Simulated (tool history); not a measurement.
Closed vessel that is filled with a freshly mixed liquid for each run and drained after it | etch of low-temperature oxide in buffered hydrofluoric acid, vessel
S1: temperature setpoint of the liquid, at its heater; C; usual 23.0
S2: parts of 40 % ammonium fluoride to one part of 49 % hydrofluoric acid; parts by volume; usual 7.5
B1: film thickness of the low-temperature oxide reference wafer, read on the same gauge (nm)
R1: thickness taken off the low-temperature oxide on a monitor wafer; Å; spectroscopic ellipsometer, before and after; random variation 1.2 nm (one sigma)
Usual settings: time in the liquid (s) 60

run 1 hour=0.0 | S1=23.0 S2=7.5 time_in_the_liquid_(s)=60 | B1=109.98 | R1=1413.8
run 2 hour=12.2 | S1=23.0 S2=7.5 time_in_the_liquid_(s)=60 | B1=110.02 | R1=1413.5
run 3 hour=26.5 | S1=23.0 S2=7.5 time_in_the_liquid_(s)=60 | B1=109.98 | R1=1430.2
run 4 hour=42.6 | S1=23.0 S2=8.5 time_in_the_liquid_(s)=60 | B1=109.99 | R1=1279.2
run 5 hour=59.1 | S1=27.0 S2=7.5 time_in_the_liquid_(s)=60 | B1=110.03 | R1=1766.6
run 6 hour=70.3 | S1=27.0 S2=7.5 time_in_the_liquid_(s)=60 | B1=109.99 | R1=1789.8
run 7 hour=81.6 | S1=23.0 S2=7.5 time_in_the_liquid_(s)=60 | B1=110.03 | R1=1435.7
run 8 hour=99.4 | S1=23.0 S2=7.5 time_in_the_liquid_(s)=60 | B1=109.98 | R1=1417.1
run 9 hour=115.5 | S1=23.0 S2=7.5 time_in_the_liquid_(s)=60 | B1=110.04 | R1=1423.6
-- hour=119.9 gauge calibrated
run 10 hour=128.6 | S1=23.0 S2=5.5 time_in_the_liquid_(s)=60 | B1=110.00 | R1=1925.8
run 11 hour=138.7 | S1=25.5 S2=8.5 time_in_the_liquid_(s)=30 | B1=109.99 | R1=741.3
run 12 hour=155.4 | S1=21.0 S2=5.0 time_in_the_liquid_(s)=60 | B1=110.00 | R1=1884.1
-- hour=163.3 thermometer replaced
run 13 hour=169.7 | S1=23.0 S2=7.5 time_in_the_liquid_(s)=60 | B1=110.03 | R1=1405.8
run 14 hour=181.3 | S1=19.5 S2=5.0 time_in_the_liquid_(s)=45 | B1=109.95 | R1=1304.0
run 15 hour=187.3 | S1=23.0 S2=7.5 time_in_the_liquid_(s)=60 | B1=110.06 | R1=1432.8
run 16 hour=200.1 | S1=20.5 S2=6.5 time_in_the_liquid_(s)=60 | B1=110.03 | R1=1444.7
run 17 hour=213.7 | S1=23.0 S2=7.5 time_in_the_liquid_(s)=45 | B1=109.99 | R1=1072.1
run 18 hour=224.3 | S1=23.0 S2=7.5 time_in_the_liquid_(s)=60 | B1=110.00 | R1=1401.9

Forecast run 19:
run 19 hour=240.5 | S1=23.0 S2=7.5 time_in_the_liquid_(s)=60 | B1=? | R1=?

Run 19 gave B1 110.00, R1 1393.7 Å.
Without the tool's hidden state the same run would have given R1 1634.7 Å.

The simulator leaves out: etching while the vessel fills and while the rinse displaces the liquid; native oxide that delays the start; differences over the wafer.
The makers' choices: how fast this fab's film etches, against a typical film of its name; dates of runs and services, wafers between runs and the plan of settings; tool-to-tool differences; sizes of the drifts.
